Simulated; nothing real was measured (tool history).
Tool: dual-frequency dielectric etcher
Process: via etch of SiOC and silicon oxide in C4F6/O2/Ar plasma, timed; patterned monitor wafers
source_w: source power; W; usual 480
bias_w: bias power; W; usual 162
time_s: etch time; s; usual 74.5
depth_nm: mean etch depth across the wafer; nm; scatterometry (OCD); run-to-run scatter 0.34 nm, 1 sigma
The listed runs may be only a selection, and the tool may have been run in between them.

run   hour  source_w  bias_w  time_s  wafers since the last listed run  hours since the last wet clean  hours since the last source power generator calibration  hours since the last bias power generator calibration  hours since the last upper electrode change  hours since the gauge calibration  read-back reference wafer on the same gauge, depth_nm  depth_nm
  1    0.0       480     162    74.5                                 0                           589.3                                                   4215.7                                                 4248.3                                       5360.6                              222.6                                                  100.3      95.3
  2   13.6       480     162    74.5                               139                           602.9                                                   4229.3                                                 4261.9                                       5374.2                              236.2                                                  100.0      96.0
  3   26.6       480     162    74.5                               133                           615.9                                                   4242.3                                                 4274.9                                       5387.2                              249.2                                                  100.3      96.1
      59.4  -- wet clean of the chamber
  4   59.9       480     162    74.5                                95                             0.5                                                   4275.6                                                 4308.2                                       5420.5                              282.5                                                  100.2      91.0
  5   60.3       480     162    74.5                                 4                             0.9                                                   4276.0                                                 4308.6                                       5420.9                              282.9                                                  100.1      91.1
  6   70.4       480     162    74.5                               103                            11.0                                                   4286.1                                                 4318.7                                       5431.0                              293.0                                                  100.1      91.2
  7   77.2       480     162    74.5                                69                            17.8                                                   4292.9                                                 4325.5                                       5437.8                              299.8                                                  100.4      91.6
  8   89.7       480     154    59.5                               128                            30.3                                                   4305.4                                                 4338.0                                       5450.3                              312.3                                                  100.2      72.1
  9  105.8       480     154    59.5                               165                            46.4                                                   4321.5                                                 4354.1                                       5466.4                              328.4                                                  100.1      72.0
 10  117.2       480     162    74.5                               116                            57.8                                                   4332.9                                                 4365.5                                       5477.8                              339.8                                                  100.3      90.9
 11  123.9       520     183    83.0                                68                            64.5                                                   4339.6                                                 4372.2                                       5484.5                              346.5                                                  100.1     110.5
     153.2  -- bias power generator calibrated
     159.6  -- upper electrode replaced
 12  160.1       480     162    74.5                               265                           100.7                                                   4375.8                                                    6.9                                          0.5                              382.7                                                  100.2      92.0
 13  160.4       430     197    74.5                                 3                           101.0                                                   4376.1                                                    7.2                                          0.8                              383.0                                                  100.1      91.8
 14  160.7       580     201    80.0                                 3                           101.3                                                   4376.4                                                    7.5                                          1.1                              383.3                                                   99.9     116.0
 15  174.1       480     154    59.5                               137                           114.7                                                   4389.8                                                   20.9                                         14.5                              396.7                                                  100.1      72.9
     178.0  -- gauge calibrated
 16  186.5       580     185    88.0                               127                           127.1                                                   4402.2                                                   33.3                                         26.9                                8.5                                                  100.1     125.2
 17  195.0       370     135    68.0                                87                           135.6                                                   4410.7                                                   41.8                                         35.4                               17.0                                                  100.5      68.5
 18  212.0       480     176    68.5                               174                           152.6                                                   4427.7                                                   58.8                                         52.4                               34.0                                                  100.1      87.1
 19  223.5       560     146    85.0                               117                           164.1                                                   4439.2                                                   70.3                                         63.9                               45.5                                                  100.1     110.9
 20  233.3       480     162    74.5                               100                           173.9                                                   4449.0                                                   80.1                                         73.7                               55.3                                                  100.4      92.0
     260.5  -- source power generator calibrated
 21  261.1       400     136    60.5                               244                           201.7                                                      0.6                                                  107.9                                        101.5                               83.1                                                  100.2      64.7
 22  276.2       420     135    52.5                               154                           216.8                                                     15.7                                                  123.0                                        116.6                               98.2                                                  100.5      57.2
 23  292.6       580     185    88.0                               168                           233.2                                                     32.1                                                  139.4                                        133.0                              114.6                                                  100.4     125.5
 24  327.7       390     145    74.5                               360                           268.3                                                     67.2                                                  174.5                                        168.1                              149.7                                                  100.2      79.9
 25  360.8       480     181    74.5                               339                           301.4                                                    100.3                                                  207.6                                        201.2                              182.8                                                  100.3      96.7
 26  367.9       480     162    74.5                                72                           308.5                                                    107.4                                                  214.7                                        208.3                              189.9                                                  100.2      93.5
 27  377.1       480     162    74.5                                94                           317.7                                                    116.6                                                  223.9                                        217.5                              199.1                                                  100.3      93.8
 28  394.8       480     162    74.5                               181                           335.4                                                    134.3                                                  241.6                                        235.2                              216.8                                                  100.3      93.4
 29  412.5       410     142    74.5                               181                           353.1                                                    152.0                                                  259.3                                        252.9                              234.5                                                  100.4      82.6
 30  422.9       380     198    53.5                               106                           363.5                                                    162.4                                                  269.7                                        263.3                              244.9                                                  100.0      63.3

Alternative continuations, all from the tool just after run 30; predict every row:
  A  423.3       480     162    74.5                                 4                           363.9                                                    162.8                                                  270.1                                        263.7                              245.3                                                      ?         ?
  B  423.3       400     162    74.5                                 4                           363.9                                                    162.8                                                  270.1                                        263.7                              245.3                                                      ?         ?
  C  423.3       560     187    64.0                                 4                           363.9                                                    162.8                                                  270.1                                        263.7                              245.3                                                      ?         ?
  D  423.3       480     125    74.5                                 4                           363.9                                                    162.8                                                  270.1                                        263.7                              245.3                                                      ?         ?

run  read-back reference wafer on the same gauge, depth_nm  depth_nm
  A                                                  100.3      94.6
  B                                                  100.3      85.7
  C                                                  100.3      92.0
  D                                                  100.3      87.3
Without the tool's unlogged condition, the same runs would have read:
run  depth_nm
  A      91.2
  B      82.6
  C      88.8
  D      84.2

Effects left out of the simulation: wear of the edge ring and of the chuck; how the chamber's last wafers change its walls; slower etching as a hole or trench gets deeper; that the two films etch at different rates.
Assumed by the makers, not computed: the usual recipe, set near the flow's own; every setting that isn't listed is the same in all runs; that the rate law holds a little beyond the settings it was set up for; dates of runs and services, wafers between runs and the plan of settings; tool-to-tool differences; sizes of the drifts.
